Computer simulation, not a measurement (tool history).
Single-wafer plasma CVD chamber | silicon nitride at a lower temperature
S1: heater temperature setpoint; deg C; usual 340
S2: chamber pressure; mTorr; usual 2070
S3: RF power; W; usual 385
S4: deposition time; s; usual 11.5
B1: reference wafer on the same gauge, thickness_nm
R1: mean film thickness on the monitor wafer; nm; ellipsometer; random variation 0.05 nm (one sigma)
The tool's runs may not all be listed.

run     day   S1    S2   S3    S4      B1      R1
  1       0  340  2070  385  10.8   18.26  16.647
  2   1.517  340  2070  385  11.5  18.247  17.663
  3   4.242  340  2070  385  11.5  18.246  17.675
      5.633  -- gauge calibrated
  4   6.658  340  2070  385  11.5  18.626  18.038
  5       8  340  2070  385  11.5  18.569  17.984
  6  10.862  340  2070  360  11.5  18.492  17.453
  7  13.096  340  2070  385  11.5  18.422  17.845
  8  15.175  340  2070  385  11.5  18.384  17.828
     16.938  -- capacitance manometer re-zeroed and calibrated
  9  16.958  340  2070  385  11.5  18.352  17.816
 10  19.108  340  2070  385  11.5  18.323  17.829
     19.604  -- showerhead replaced
     21.575  -- RF generator calibrated
 11  21.596  340  2070  385  11.5  18.306  17.758
 12  23.888  340  1880  385  11.5  18.281  17.196
 13  25.579  340  1880  385  11.5  18.277  17.259
 14  28.521  333  1890  330  13.3  18.255  18.518
 15  29.842  327  2290  420  10.6  18.252  17.554
 16  31.458  340  2070  365  11.5  18.257  17.199
 17  32.967  347  1900  385  11.5  18.249  17.147
     33.625  -- thermocouple changed; heater temperature recalibrated
 18    35.7  340  2070  385  11.5  18.231    17.7
     36.267  -- gauge calibrated
 19  37.296  340  2070  385   9.5  18.643  14.933
 20  39.558  340  2070  365  11.5  18.561  17.574
 21  41.762  326  1710  365  10.5  18.488   14.99
 22  43.121  340  1820  385  11.5  18.456  17.213
 23  45.983  333  1890  330  13.3  18.402  18.634
 24  47.071  340  2070  385   9.3  18.389  14.489
 25    49.6  340  2070  340  10.2  18.359  14.848
 26  52.312  340  2360  385  11.5  18.318  18.567

Hidden state or all else? Some run-to-run changes of R1, split into what the settings, what came in and random variation would give without the hidden state, and what is left for the hidden state (with any gauge scatter that isn't in both results):
The hidden state here: wafer temperature above the value expected at the setpoint (K); delivered RF power above the setpoint (%); true pressure above the setpoint (%); gauge reads high (%).
Run 3 -> 4: gauge calibrated. R1 +0.363 nm: hidden state +0.374, all else -0.011.
Run 18 -> 19: S4 11.5 -> 9.5, gauge calibrated. R1 -2.767 nm: hidden state +0.409, all else -3.176.
Run 23 -> 24: S1 333 -> 340, S2 1890 -> 2070, S3 330 -> 385, S4 13.3 -> 9.3. R1 -4.145 nm: hidden state +0.052, all else -4.197.
Run 25 -> 26: S2 2070 -> 2360, S3 340 -> 385, S4 10.2 -> 11.5. R1 +3.719 nm: hidden state -0.099, all else +3.818.

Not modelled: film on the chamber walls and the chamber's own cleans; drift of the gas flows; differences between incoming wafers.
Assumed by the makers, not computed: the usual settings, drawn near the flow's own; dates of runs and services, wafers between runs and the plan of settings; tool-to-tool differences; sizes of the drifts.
